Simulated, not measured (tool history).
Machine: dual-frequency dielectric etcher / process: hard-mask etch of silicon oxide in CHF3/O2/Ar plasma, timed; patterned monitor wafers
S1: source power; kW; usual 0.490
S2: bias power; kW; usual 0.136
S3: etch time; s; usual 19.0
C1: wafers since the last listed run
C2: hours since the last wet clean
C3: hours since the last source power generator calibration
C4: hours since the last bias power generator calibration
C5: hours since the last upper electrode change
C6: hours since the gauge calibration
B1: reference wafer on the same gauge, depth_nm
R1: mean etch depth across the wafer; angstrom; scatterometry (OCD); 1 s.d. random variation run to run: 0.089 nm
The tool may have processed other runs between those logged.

run,hour,S1,S2,S3,C1,C2,C3,C4,C5,C6,B1,R1
1,0.0,0.490,0.136,19.0,0,145.0,1868.7,3443.5,1645.5,1044.6,37.92,317.7
2,40.8,0.490,0.136,19.0,670,185.8,1909.5,3484.3,1686.3,1085.4,37.93,315.5
3,100.1,0.490,0.136,19.0,974,245.1,1968.8,3543.6,1745.6,1144.7,37.86,316.4
4,136.3,0.490,0.136,19.0,594,281.3,2005.0,3579.8,1781.8,1180.9,37.88,314.9
5,241.2,0.490,0.136,19.0,1723,386.2,2109.9,3684.7,1886.7,1285.8,37.92,311.3
6,301.6,0.490,0.150,19.0,992,446.6,2170.3,3745.1,1947.1,1346.2,37.92,315.8
7,393.8,0.490,0.150,19.0,1514,538.8,2262.5,3837.3,2039.3,1438.4,37.90,314.2
8,452.4,0.490,0.136,19.0,962,597.4,2321.1,3895.9,2097.9,1497.0,37.89,306.7
# hour 486.1: wet clean of the chamber
9,498.3,0.490,0.136,19.0,359,12.2,2367.0,3941.8,2143.8,1542.9,37.89,315.1
10,551.7,0.570,0.113,19.0,877,65.6,2420.4,3995.2,2197.2,1596.3,37.89,324.2
11,648.0,0.570,0.113,19.0,1582,161.9,2516.7,4091.5,2293.5,1692.6,37.92,322.5
12,698.8,0.400,0.136,19.0,834,212.7,2567.5,4142.3,2344.3,1743.4,37.92,282.2
# hour 717.4: gauge calibrated
13,788.3,0.490,0.136,16.0,1470,302.2,2657.0,4231.8,2433.8,70.9,37.93,260.4
14,836.4,0.610,0.136,19.0,790,350.3,2705.1,4279.9,2481.9,119.0,37.92,339.9
# hour 906.0: upper electrode replaced
15,941.0,0.430,0.162,21.0,1324,454.9,2809.7,4384.5,35.0,223.6,37.90,329.9
16,1033.2,0.420,0.136,19.0,1514,547.1,2901.9,4476.7,127.2,315.8,37.91,283.4
17,1128.8,0.490,0.123,20.5,1570,642.7,2997.5,4572.3,222.8,411.4,37.90,318.7

Estimate the outcome of run 18 from the log above:
# hour 1182.0: wet clean of the chamber
18,1185.4,0.390,0.146,19.0,535,3.4,3054.1,4628.9,279.4,468.0,?,?

{"run 18": {"B1": 37.9, "R1": 286.8}}
On a tool with no hidden condition, and with the same random variation, this run would have come out at R1 295.1 angstrom.
